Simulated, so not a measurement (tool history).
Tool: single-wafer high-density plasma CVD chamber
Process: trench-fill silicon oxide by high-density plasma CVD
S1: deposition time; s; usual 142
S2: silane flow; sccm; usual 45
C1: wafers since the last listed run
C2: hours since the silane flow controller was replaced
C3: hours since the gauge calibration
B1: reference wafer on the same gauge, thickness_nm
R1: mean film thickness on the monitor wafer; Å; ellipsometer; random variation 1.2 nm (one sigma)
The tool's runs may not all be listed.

Run 1, hour 0.0: usual settings; C1 0; C2 2878.2; C3 89.1; B1 724.092. Result: R1 6525.73 Å.
Run 2, hour 12.9: usual settings; C1 103; C2 2891.1; C3 102.0; B1 724.209. Result: R1 6535.04 Å.
Run 3, hour 21.0: usual settings; C1 64; C2 2899.2; C3 110.1; B1 723.798. Result: R1 6528.99 Å.
Run 4, hour 29.4: usual settings; C1 67; C2 2907.6; C3 118.5; B1 724.109. Result: R1 6520.64 Å.
Run 5, hour 37.3: usual settings; C1 63; C2 2915.5; C3 126.4; B1 724.288. Result: R1 6529.40 Å.
Run 6, hour 53.0: usual settings but S1 155 s; C1 125; C2 2931.2; C3 142.1; B1 724.036. Result: R1 7122.64 Å.
Run 7, hour 62.7: usual settings but S1 155 s; C1 77; C2 2940.9; C3 151.8; B1 724.058. Result: R1 7134.58 Å.
Run 8, hour 73.9: usual settings but S1 155 s; C1 89; C2 2952.1; C3 163.0; B1 724.045. Result: R1 7132.69 Å.
Run 9, hour 89.9: usual settings; C1 128; C2 2968.1; C3 179.0; B1 724.029. Result: R1 6553.62 Å.
Run 10, hour 104.8: usual settings; C1 119; C2 2983.0; C3 193.9; B1 724.179. Result: R1 6520.41 Å.
Run 11, hour 122.4: usual settings; C1 141; C2 3000.6; C3 211.5; B1 723.768. Result: R1 6519.04 Å.
Run 12, hour 136.8: usual settings but S2 49 sccm; C1 115; C2 3015.0; C3 225.9; B1 723.988. Result: R1 7049.18 Å.
Run 13, hour 153.4: usual settings but S2 49 sccm; C1 133; C2 3031.6; C3 242.5; B1 723.878. Result: R1 7083.80 Å.
Run 14, hour 167.9: usual settings but S2 49 sccm; C1 116; C2 3046.1; C3 257.0; B1 723.790. Result: R1 7035.09 Å.
Run 15, hour 182.6: usual settings but S2 38 sccm; C1 117; C2 3060.8; C3 271.7; B1 723.937. Result: R1 5625.33 Å.
Run 16, hour 192.3: usual settings but S2 38 sccm; C1 77; C2 3070.5; C3 281.4; B1 723.970. Result: R1 5615.89 Å.
Run 17, hour 198.4: usual settings but S2 38 sccm; C1 48; C2 3076.6; C3 287.5; B1 723.993. Result: R1 5626.21 Å.
Run 18, hour 213.2: usual settings but S2 41 sccm; C1 118; C2 3091.4; C3 302.3; B1 723.896. Result: R1 6018.05 Å.
At hour 234.0: gauge calibrated.
At hour 234.3: silane flow controller replaced.
Run 19, hour 234.8: usual settings but S1 129 s; C1 109; C2 0.5; C3 0.8; B1 724.073. Result: R1 5681.19 Å.
Run 20, hour 239.8: usual settings but S1 129 s; C1 40; C2 5.5; C3 5.8; B1 724.149. Result: R1 5665.69 Å.
Run 21, hour 255.2: usual settings but S1 129 s; C1 123; C2 20.9; C3 21.2; B1 723.923. Result: R1 5676.38 Å.
Run 22, hour 264.8: usual settings; C1 77; C2 30.5; C3 30.8; B1 724.026. Result: R1 6250.21 Å.
Run 23, hour 273.1: usual settings but S1 167 s, S2 48 sccm; C1 66; C2 38.8; C3 39.1; B1 723.887. Result: R1 7773.88 Å.
Run 24, hour 282.2: usual settings but S1 155 s, S2 42 sccm; C1 73; C2 47.9; C3 48.2; B1 723.797. Result: R1 6399.52 Å.
Run 25, hour 293.1: usual settings; C1 87; C2 58.8; C3 59.1; B1 724.001. Result: R1 6260.17 Å.
Run 26, hour 309.4: usual settings but S1 149 s, S2 48 sccm; C1 130; C2 75.1; C3 75.4; B1 723.865. Result: R1 6975.68 Å.
Run 27, hour 322.5: usual settings but S2 40 sccm; C1 105; C2 88.2; C3 88.5; B1 724.076. Result: R1 5630.15 Å.
Run 28, hour 340.3: usual settings but S1 168 s, S2 48 sccm; C1 142; C2 106.0; C3 106.3; B1 723.616. Result: R1 7838.44 Å.
Run 29, hour 351.5: usual settings but S1 116 s, S2 54 sccm; C1 89; C2 117.2; C3 117.5; B1 723.853. Result: R1 6052.82 Å.
Run 30, hour 360.5: usual settings; C1 72; C2 126.2; C3 126.5; B1 723.921. Result: R1 6289.99 Å.
Run 31, hour 378.0: usual settings but S1 129 s; C1 140; C2 143.7; C3 144.0; B1 724.078. Result: R1 5713.57 Å.
Run 32, hour 389.4: usual settings but S1 123 s; C1 91; C2 155.1; C3 155.4; B1 723.914. Result: R1 5448.08 Å.
Run 33, hour 404.2: usual settings but S1 123 s, S2 50 sccm; C1 118; C2 169.9; C3 170.2; B1 724.020. Result: R1 5991.38 Å.
Run 34, hour 420.7: usual settings but S2 49 sccm; C1 132; C2 186.4; C3 186.7; B1 724.127. Result: R1 6781.05 Å.
Run 35, hour 437.7: usual settings but S1 154 s, S2 40 sccm; C1 136; C2 203.4; C3 203.7; B1 723.954. Result: R1 6140.21 Å.
Run 36, hour 470.2: usual settings but S1 130 s, S2 52 sccm; C1 260; C2 235.9; C3 236.2; B1 724.118. Result: R1 6578.49 Å.
Run 37, hour 486.4: usual settings; C1 129; C2 252.1; C3 252.4; B1 723.865. Result: R1 6309.24 Å.
Run 38, hour 500.1: usual settings but S1 168 s, S2 40 sccm; C1 109; C2 265.8; C3 266.1; B1 724.073. Result: R1 6692.65 Å.
Run 39, hour 512.4: usual settings but S1 116 s; C1 98; C2 278.1; C3 278.4; B1 723.779. Result: R1 5146.13 Å.

Forecast run 40:
At hour 519.2: gauge calibrated.
Run 40, hour 526.0: usual settings but S1 151 s, S2 51 sccm; C1 109; C2 291.7; C3 6.8; B1 ?. Result: R1 ?.

Run 40 gave B1 723.808, R1 7538.40 Å.
Without the tool's hidden state the same run would have given R1 7493.68 Å.
